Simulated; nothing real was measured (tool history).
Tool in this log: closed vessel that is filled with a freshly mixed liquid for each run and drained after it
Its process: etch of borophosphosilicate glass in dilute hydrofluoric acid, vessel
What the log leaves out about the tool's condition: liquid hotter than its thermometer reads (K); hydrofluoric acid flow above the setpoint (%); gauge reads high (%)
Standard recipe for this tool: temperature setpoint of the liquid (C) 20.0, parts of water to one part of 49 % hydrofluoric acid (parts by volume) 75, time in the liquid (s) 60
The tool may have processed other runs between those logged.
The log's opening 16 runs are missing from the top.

run	hour	temperature setpoint of the liquid (C)	parts of water to one part of 49 % hydrofluoric acid (parts by volume)	time in the liquid (s)	wafers since the last listed run	hours since the thermometer was replaced	hours since the hydrofluoric acid flow meter was replaced	hours since the gauge calibration	read-back film thickness of the borophosphosilicate glass reference wafer, read on the same gauge (nm)	thickness taken off the borophosphosilicate glass on a monitor wafer (Å)
17	426.4	20.0	95	85	3270	196.4	95.7	32.7	40.00	275.0
18	447.6	17.0	95	90	2215	217.6	116.9	53.9	40.00	260.4
19	476.4	17.0	90	60	3009	246.4	145.7	82.7	40.01	181.4
20	506.2	20.0	75	50	3114	276.2	175.5	112.5	39.98	211.1
21	542.0	17.0	60	90	3741	312.0	211.3	148.3	40.00	425.5
22	572.1	17.0	40	30	3145	342.1	241.4	178.4	40.01	219.3
23	599.3	20.0	75	60	2842	369.3	268.6	205.6	39.98	256.0
24	611.9	20.0	95	85	1316	381.9	281.2	218.2	39.98	281.1
25	626.5	17.0	90	75	1525	396.5	295.8	232.8	39.96	230.4
26	642.6	23.5	100	40	1682	412.6	311.9	248.9	40.00	141.8
27	665.4	20.0	110	60	2382	435.4	334.7	271.7	40.01	169.4
28	694.8	21.5	75	30	3072	464.8	364.1	301.1	40.03	136.9
29	728.9	20.0	75	60	3563	498.9	398.2	335.2	39.98	254.9

Run 30 comes next. What will it give?
30	760.9	23.0	85	60	3344	530.9	430.2	367.2	?	?

{"run 30": {"read-back film thickness of the borophosphosilicate glass reference wafer, read on the same gauge (nm)": 40.01, "thickness taken off the borophosphosilicate glass on a monitor wafer (Å)": 257.1}}
If the tool had no hidden condition, the same run with the same run-to-run variation would have returned thickness taken off the borophosphosilicate glass on a monitor wafer (Å) 247.4.
